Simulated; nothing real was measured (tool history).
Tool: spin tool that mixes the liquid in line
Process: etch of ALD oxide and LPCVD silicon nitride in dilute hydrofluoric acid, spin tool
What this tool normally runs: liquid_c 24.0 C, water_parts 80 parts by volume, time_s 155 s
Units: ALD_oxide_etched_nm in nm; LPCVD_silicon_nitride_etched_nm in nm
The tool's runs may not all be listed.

run    hour  liquid_c  water_parts  time_s  read-back film thickness of the ALD oxide reference wafer, read on the same gauge (nm)  read-back film thickness of the LPCVD silicon nitride reference wafer, read on the same gauge (nm)  ALD_oxide_etched_nm  LPCVD_silicon_nitride_etched_nm
  1     0.0      24.0           80     155                                                                                  120.00                                                                                              40.042                19.46                            0.923
  2    70.9      24.0           80     115                                                                                  120.00                                                                                              40.002                14.34                            0.648
  3   140.6      24.0           80     180                                                                                  120.00                                                                                              40.015                22.39                            1.078
  4   197.4      24.0           80     195                                                                                  120.00                                                                                              40.017                24.12                            1.249
  5   226.0      24.0           80     155                                                                                  120.00                                                                                              40.036                19.34                            0.931
  6   271.0      24.0          120     155                                                                                  120.00                                                                                              39.981                12.19                            0.645
  7   306.1      26.5           55     105                                                                                  120.01                                                                                              40.009                21.50                            1.137
      376.8  -- hydrofluoric acid flow meter replaced
  8   377.3      24.0          105     245                                                                                  119.99                                                                                              40.058                22.89                            1.079
  9   441.3      19.0          105     180                                                                                  119.98                                                                                              40.004                13.67                            0.611
      468.4  -- thermometer replaced
 10   509.8      20.0           60     215                                                                                  120.01                                                                                              40.024                31.75                            1.252
 11   581.2      24.0           80     180                                                                                  120.02                                                                                              40.014                22.84                            1.164
      590.3  -- gauge calibrated
 12   624.7      27.0           55      70                                                                                  120.00                                                                                              39.998                14.94                            0.789
 13   686.6      19.5           95      80                                                                                  120.01                                                                                              39.968                 6.93                            0.314
 14   727.4      25.5           80     155                                                                                  120.01                                                                                              39.969                20.80                            1.093
 15   798.3      26.5           95      80                                                                                  119.98                                                                                              39.998                 9.10                            0.502
 16   823.6      25.5          110     110                                                                                  120.02                                                                                              39.963                10.17                            0.539
 17   851.1      24.0           80     155                                                                                  120.00                                                                                              39.997                19.28                            0.851
 18   905.2      22.0           60     235                                                                                  119.99                                                                                              40.009                36.91                            1.618
      915.5  -- hydrofluoric acid flow meter replaced
 19   938.4      24.0           80      70                                                                                  120.00                                                                                              39.982                 8.95                            0.473
 20   974.1      22.0           45      95                                                                                  120.00                                                                                              40.025                20.74                            0.963
 21  1010.4      22.0          110     155                                                                                  120.01                                                                                              40.023                12.65                            0.614
 22  1072.9      28.0           80     215                                                                                  119.99                                                                                              40.019                32.21                            1.735
 23  1100.7      24.0           55     155                                                                                  119.99                                                                                              39.997                29.50                            1.350
 24  1302.8      24.0           80     215                                                                                  120.00                                                                                              40.023                26.94                            1.392
 25  1367.0      24.0           80     155                                                                                  120.00                                                                                              40.020                19.20                            0.942
 26  1391.9      24.0           80     155                                                                                  120.01                                                                                              39.972                19.41                            0.947
     1447.6  -- hydrofluoric acid flow meter replaced
 27  1463.8      21.5          100      85                                                                                  120.00                                                                                              40.006                 7.62                            0.358

How would selected steps in ALD_oxide_etched_nm from run to run divide? Give the signed amount a tool lacking its hidden state would still show from settings, what came in and random variation, and the signed amount left for the hidden state, including any gauge scatter that is not in both of the compared results.
What the log doesn't record here: liquid colder than its thermometer reads (K); hydrofluoric acid flow below the setpoint (%); gauge reads high (%).
Run 7 -> 8: liquid_c 26.5 -> 24.0, water_parts 55 -> 105, time_s 105 -> 245, hydrofluoric acid flow meter replaced. ALD_oxide_etched_nm +1.39 nm: hidden state +0.59, all else +0.80.
Run 18 -> 19: liquid_c 22.0 -> 24.0, water_parts 60 -> 80, time_s 235 -> 70, hydrofluoric acid flow meter replaced. ALD_oxide_etched_nm -27.96 nm: hidden state +0.91, all else -28.87.
Run 21 -> 22: liquid_c 22.0 -> 28.0, water_parts 110 -> 80, time_s 155 -> 215. ALD_oxide_etched_nm +19.56 nm: hidden state -0.19, all else +19.75.
